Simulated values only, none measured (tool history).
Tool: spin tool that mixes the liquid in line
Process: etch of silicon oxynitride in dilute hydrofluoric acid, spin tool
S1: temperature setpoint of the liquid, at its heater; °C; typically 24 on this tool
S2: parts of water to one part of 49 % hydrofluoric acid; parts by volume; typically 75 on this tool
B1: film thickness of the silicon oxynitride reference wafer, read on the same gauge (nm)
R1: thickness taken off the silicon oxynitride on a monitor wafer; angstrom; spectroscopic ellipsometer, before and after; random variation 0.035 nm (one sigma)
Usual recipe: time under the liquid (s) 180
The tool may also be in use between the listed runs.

Run 1, hour 0: usual settings; B1 30. Result: R1 78.5 angstrom.
Run 2, hour 40.5: usual settings; B1 29.99. Result: R1 78.1 angstrom.
Run 3, hour 147.1: usual settings; B1 30.01. Result: R1 78.3 angstrom.
Run 4, hour 245.6: usual settings; B1 30. Result: R1 79.3 angstrom.
Run 5, hour 549.8: usual settings but S1 25.5 °C; B1 30. Result: R1 86.5 angstrom.
Run 6, hour 621.2: usual settings but S1 25.5 °C; B1 29.99. Result: R1 86.6 angstrom.
Run 7, hour 661.7: usual settings; B1 30. Result: R1 80.6 angstrom.
At hour 703.4: thermometer replaced.
Run 8, hour 715.5: usual settings; B1 30.03. Result: R1 78 angstrom.
Run 9, hour 783.9: usual settings; B1 30.03. Result: R1 77.9 angstrom.
Run 10, hour 846.5: usual settings but S1 23 °C; B1 30.01. Result: R1 74.8 angstrom.
Run 11, hour 939.8: usual settings but S1 21 °C; B1 30. Result: R1 68 angstrom.
At hour 964.6: hydrofluoric acid flow meter replaced.
Run 12, hour 1018.5: usual settings; B1 30. Result: R1 79.4 angstrom.
At hour 1078.3: gauge calibrated.
Run 13, hour 1090.8: usual settings but S1 27 °C, S2 40 parts by volume; B1 30. Result: R1 178 angstrom.
Run 14, hour 1180.9: usual settings but S1 29 °C, S2 95 parts by volume, time under the liquid (s) 240; B1 30.01. Result: R1 103.4 angstrom.
Run 15, hour 1217.2: usual settings but S1 20 °C; B1 29.97. Result: R1 65.4 angstrom.
Run 16, hour 1255.7: usual settings but time under the liquid (s) 145; B1 30. Result: R1 64.3 angstrom.
Run 17, hour 1359.2: usual settings but S1 27 °C, S2 40 parts by volume; B1 30.01. Result: R1 180.1 angstrom.
Run 18, hour 1434.5: usual settings; B1 29.99. Result: R1 80.4 angstrom.
At hour 1456: thermometer replaced.
Run 19, hour 1537: usual settings; B1 30. Result: R1 78 angstrom.
Run 20, hour 1635.8: usual settings but S2 45 parts by volume, time under the liquid (s) 235; B1 29.99. Result: R1 175.3 angstrom.
Run 21, hour 1726.7: usual settings but S1 28 °C, S2 50 parts by volume, time under the liquid (s) 215; B1 29.99. Result: R1 174.1 angstrom.

Below are 3 alternative next runs, each starting from the tool's condition after run 21. Predict each:
Run A, hour 1727.2: usual settings; B1 ?. Result: R1 ?.
Run B, hour 1727.2: usual settings but S1 21 °C, S2 50 parts by volume, time under the liquid (s) 240; B1 ?. Result: R1 ?.
Run C, hour 1727.2: usual settings but S1 22.5 °C, S2 65 parts by volume, time under the liquid (s) 250; B1 ?. Result: R1 ?.

run     B1     R1
  A  29.98   78.3
  B  29.98  138.1
  C  29.98  117.8
Take away the tool's hidden state, keep each run's random variation, and the runs would have read:
run     R1
  A     77
  B  135.7
  C  115.8
